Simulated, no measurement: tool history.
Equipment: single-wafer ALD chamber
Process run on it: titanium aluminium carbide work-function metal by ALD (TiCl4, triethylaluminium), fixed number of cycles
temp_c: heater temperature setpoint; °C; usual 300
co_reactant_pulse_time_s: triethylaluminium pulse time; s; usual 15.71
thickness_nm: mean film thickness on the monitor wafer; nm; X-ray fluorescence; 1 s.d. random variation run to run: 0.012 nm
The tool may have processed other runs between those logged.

run   hour  temp_c  co_reactant_pulse_time_s  read-back reference wafer on the same gauge, thickness_nm  thickness_nm
  1      0     300                     20.67                                                       1.76         2.192
  2   65.2     300                     20.67                                                       1.76         2.186
  3    110     300                     20.67                                                      1.759         2.175
  4  149.4     300                     15.71                                                      1.761         2.146
  5  181.8     300                     15.71                                                      1.761         2.148
  6  237.8     300                     15.71                                                       1.76          2.14
  7  271.1     300                     15.71                                                       1.76          2.14
     298.4  -- thermocouple changed; heater temperature recalibrated
  8  311.5     300                     15.71                                                       1.76         2.135
       335  -- showerhead replaced
  9  339.7     300                     15.71                                                      1.761         2.148
 10  410.6     304                     19.65                                                      1.759          2.22
 11  457.9     308                     11.22                                                       1.76         1.931
 12  484.6     285                     11.49                                                      1.759         1.735
 13  525.8     307                      13.8                                                      1.758         2.112
 14  565.8     300                     15.71                                                      1.757         2.109
     589.7  -- triethylaluminium bottle replaced
     620.4  -- gauge calibrated
 15  624.3     300                     21.96                                                      1.761         2.057
 16  667.2     312                     10.05                                                      1.759         1.061
 17  728.1     300                     15.71                                                       1.76         1.618
     749.1  -- triethylaluminium bottle replaced, repeated, since the last time left the tool worse
 18  791.2     290                     19.92                                                      1.758         2.073
 19  844.2     300                     12.07                                                       1.76         2.088
 20  895.8     307                     17.54                                                      1.762          2.26

Each row is a separate what-if for the run after 20, all from the same tool condition, not one after another. Results?
  A  896.2     310                     15.71                                                          ?             ?
  B  896.2     293                     10.74                                                          ?             ?
  C  896.2     313                     19.21                                                          ?             ?

run  read-back reference wafer on the same gauge, thickness_nm  thickness_nm
  A                                                      1.762         2.278
  B                                                      1.762         1.895
  C                                                      1.762         2.327
With the hidden condition removed and each run's random variation left untouched, the same runs would have given:
run  thickness_nm
  A         2.288
  B         1.953
  C         2.329
